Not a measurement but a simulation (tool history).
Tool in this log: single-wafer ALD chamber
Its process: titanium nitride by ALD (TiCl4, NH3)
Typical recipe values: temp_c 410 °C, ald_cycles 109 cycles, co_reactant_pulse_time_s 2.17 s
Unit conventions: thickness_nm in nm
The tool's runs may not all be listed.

| run | day | temp_c | ald_cycles | co_reactant_pulse_time_s | read-back reference wafer on the same gauge, thickness_nm | thickness_nm |
|---|---|---|---|---|---|---|
| 1 | 0 | 410 | 109 | 2.17 | 2.7 | 2.279 |
| 2 | 0.542 | 410 | 99 | 2.17 | 2.703 | 2.077 |
| 3 | 1.071 | 410 | 109 | 2.17 | 2.695 | 2.29 |
| 4 | 1.742 | 410 | 109 | 2.17 | 2.699 | 2.274 |
| 5 | 2.088 | 410 | 109 | 2.17 | 2.697 | 2.282 |
| 6 | 2.771 | 410 | 109 | 2.17 | 2.699 | 2.274 |
| 7 | 4.25 | 410 | 109 | 2.17 | 2.698 | 2.286 |
| 8 | 4.629 | 410 | 109 | 2.17 | 2.702 | 2.29 |
| 9 | 5.367 | 410 | 109 | 2.17 | 2.701 | 2.285 |
| 10 | 5.646 | 410 | 109 | 2.17 | 2.697 | 2.281 |
| 11 | 6.188 | 410 | 109 | 2.17 | 2.703 | 2.279 |
|  | 6.7 | thermocouple changed; heater temperature recalibrated |
| 12 | 6.792 | 410 | 109 | 2.17 | 2.702 | 2.285 |
| 13 | 7.171 | 410 | 109 | 2.17 | 2.701 | 2.281 |
| 14 | 7.558 | 410 | 101 | 2.17 | 2.7 | 2.116 |
| 15 | 8 | 410 | 101 | 2.17 | 2.701 | 2.122 |
| 16 | 8.55 | 410 | 101 | 2.17 | 2.698 | 2.113 |
| 17 | 9.238 | 410 | 109 | 2.17 | 2.698 | 2.284 |
| 18 | 9.796 | 405 | 98 | 1.3 | 2.701 | 1.999 |
| 19 | 10.175 | 410 | 124 | 2.17 | 2.7 | 2.581 |
| 20 | 10.554 | 410 | 93 | 2.17 | 2.698 | 1.952 |
| 21 | 10.9 | 398 | 109 | 1.57 | 2.702 | 2.228 |
| 22 | 11.3 | 395 | 126 | 2.81 | 2.699 | 2.65 |
| 23 | 11.583 | 419 | 109 | 2.17 | 2.703 | 2.289 |
|  | 11.896 | gauge calibrated |
| 24 | 12.229 | 421 | 97 | 2.17 | 2.704 | 2.044 |
| 25 | 12.567 | 422 | 109 | 1.8 | 2.701 | 2.277 |
| 26 | 13.238 | 420 | 116 | 2.17 | 2.703 | 2.434 |
| 27 | 13.612 | 410 | 109 | 2.17 | 2.699 | 2.278 |
|  | 14.204 | showerhead replaced |
| 28 | 14.296 | 415 | 109 | 1.52 | 2.7 | 2.259 |
| 29 | 14.596 | 422 | 109 | 1.41 | 2.698 | 2.259 |
| 30 | 15.008 | 410 | 109 | 2.17 | 2.699 | 2.271 |
| 31 | 15.596 | 410 | 109 | 2.17 | 2.703 | 2.281 |
| 32 | 16.017 | 410 | 101 | 2.44 | 2.697 | 2.117 |
| 33 | 16.588 | 421 | 116 | 1.89 | 2.699 | 2.432 |
| 34 | 17.304 | 410 | 109 | 2.17 | 2.703 | 2.276 |
| 35 | 17.929 | 417 | 116 | 1.49 | 2.698 | 2.399 |
| 36 | 18.204 | 422 | 109 | 1.8 | 2.701 | 2.277 |
| 37 | 18.621 | 410 | 109 | 2.17 | 2.698 | 2.282 |
| 38 | 18.933 | 410 | 109 | 1.82 | 2.699 | 2.266 |
| 39 | 19.212 | 403 | 109 | 1.52 | 2.698 | 2.244 |

Exercise: give the hidden state of the tool at every run:
wafer temperature above the value expected at the setpoint (K): 0, the same for each run
gauge reads high (%): 0, the same for each run
